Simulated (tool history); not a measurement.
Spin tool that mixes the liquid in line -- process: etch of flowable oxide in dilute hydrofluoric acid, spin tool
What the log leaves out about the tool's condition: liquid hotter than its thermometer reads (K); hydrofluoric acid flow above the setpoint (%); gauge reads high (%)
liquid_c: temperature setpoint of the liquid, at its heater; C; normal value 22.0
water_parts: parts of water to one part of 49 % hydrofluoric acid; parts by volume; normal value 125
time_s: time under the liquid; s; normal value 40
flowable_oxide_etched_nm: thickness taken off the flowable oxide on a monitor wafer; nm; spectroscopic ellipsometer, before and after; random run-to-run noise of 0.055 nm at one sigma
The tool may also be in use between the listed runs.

run    hour  liquid_c  water_parts  time_s  wafers since the last listed run  hours since the thermometer was replaced  hours since the hydrofluoric acid flow meter was replaced  hours since the gauge calibration  read-back film thickness of the flowable oxide reference wafer, read on the same gauge (nm)  flowable_oxide_etched_nm
  1     0.0      22.0          125      40                                 0                                     638.3                                                     1160.4                              337.7                                                                                       109.96                     19.02
       21.0  -- thermometer replaced
  2    76.8      22.0          125      40                               873                                      55.8                                                     1237.2                              414.5                                                                                       109.98                     18.20
  3   180.1      22.0          125      40                              1190                                     159.1                                                     1340.5                              517.8                                                                                       109.97                     18.18
  4   263.2      22.0          125      60                               957                                     242.2                                                     1423.6                              600.9                                                                                       110.01                     27.58
  5   361.8      23.5          125      40                              1136                                     340.8                                                     1522.2                              699.5                                                                                       109.98                     19.65
  6   443.2      23.5          125      40                               938                                     422.2                                                     1603.6                              780.9                                                                                       109.97                     19.81
  7   506.5      25.5          125      55                               729                                     485.5                                                     1666.9                              844.2                                                                                       110.03                     29.46
  8   611.4      25.5          125      55                              1208                                     590.4                                                     1771.8                              949.1                                                                                       109.94                     29.54
      633.5  -- thermometer replaced
  9   703.0      25.5          125      55                              1044                                      69.5                                                     1863.4                             1040.7                                                                                       109.99                     28.58
 10   759.2      22.0          125      40                               647                                     125.7                                                     1919.6                             1096.9                                                                                       110.02                     18.28
 11   828.1      23.0          145      40                               794                                     194.6                                                     1988.5                             1165.8                                                                                       109.97                     15.99
 12   934.6      22.0          125      40                              1227                                     301.1                                                     2095.0                             1272.3                                                                                       109.98                     18.44
 13  1001.2      22.0          125      40                               767                                     367.7                                                     2161.6                             1338.9                                                                                       110.03                     18.49
     1053.6  -- hydrofluoric acid flow meter replaced
 14  1082.6      25.0          125      40                               926                                     449.1                                                       29.0                             1420.3                                                                                       109.99                     20.95
 15  1149.2      26.0          165      15                               767                                     515.7                                                       95.6                             1486.9                                                                                       109.97                      5.90
     1199.4  -- thermometer replaced
 16  1240.8      22.0          125      30                              1044                                      41.4                                                      187.2                             1578.5                                                                                       109.97                     13.58
     1298.3  -- gauge calibrated
 17  1309.7      22.0          170      40                               794                                     110.3                                                      256.1                               11.4                                                                                       109.98                     12.74
 18  1371.3      22.0          125      40                               709                                     171.9                                                      317.7                               73.0                                                                                       109.99                     18.37
 19  1444.5      20.5          125      30                               843                                     245.1                                                      390.9                              146.2                                                                                       110.02                     12.98
 20  1537.6      17.5          125      40                              1072                                     338.2                                                      484.0                              239.3                                                                                       110.00                     15.46
 21  1622.3      22.0          125      40                               976                                     422.9                                                      568.7                              324.0                                                                                       109.99                     18.51
 22  1670.9      24.5          125      40                               560                                     471.5                                                      617.3                              372.6                                                                                       110.02                     20.47
 23  1714.8      18.5          165      40                               505                                     515.4                                                      661.2                              416.5                                                                                       109.94                     11.77
 24  1805.8      22.0           90      60                              1048                                     606.4                                                      752.2                              507.5                                                                                       110.01                     40.89
     1864.3  -- thermometer replaced
 25  1911.7      19.5           70      55                              1208                                      47.4                                                      858.1                              613.4                                                                                       109.99                     42.85
 26  1959.8      17.5          155      30                               554                                      95.5                                                      906.2                              661.5                                                                                       109.94                      8.84
 27  2011.3      22.0          125      40                               593                                     147.0                                                      957.7                              713.0                                                                                       110.02                     18.30

Predict each of these 5 candidate next runs independently; none follows another, all start after run 27:
  A  2011.7      22.0          125      40                                 4                                     147.4                                                      958.1                              713.4                                                                                            ?                         ?
  B  2011.7      22.0           75      20                                 4                                     147.4                                                      958.1                              713.4                                                                                            ?                         ?
  C  2011.7      18.5          125      55                                 4                                     147.4                                                      958.1                              713.4                                                                                            ?                         ?
  D  2011.7      22.0          125      25                                 4                                     147.4                                                      958.1                              713.4                                                                                            ?                         ?
  E  2011.7      20.0           75      55                                 4                                     147.4                                                      958.1                              713.4                                                                                            ?                         ?

run  read-back film thickness of the flowable oxide reference wafer, read on the same gauge (nm)  flowable_oxide_etched_nm
  A                                                                                       110.00                     18.32
  B                                                                                       110.00                     16.20
  C                                                                                       110.00                     21.89
  D                                                                                       110.00                     11.45
  E                                                                                       110.00                     41.01
Had the tool no hidden state, the same runs would have come out as:
run  flowable_oxide_etched_nm
  A                     18.13
  B                     16.02
  C                     21.64
  D                     11.33
  E                     40.55
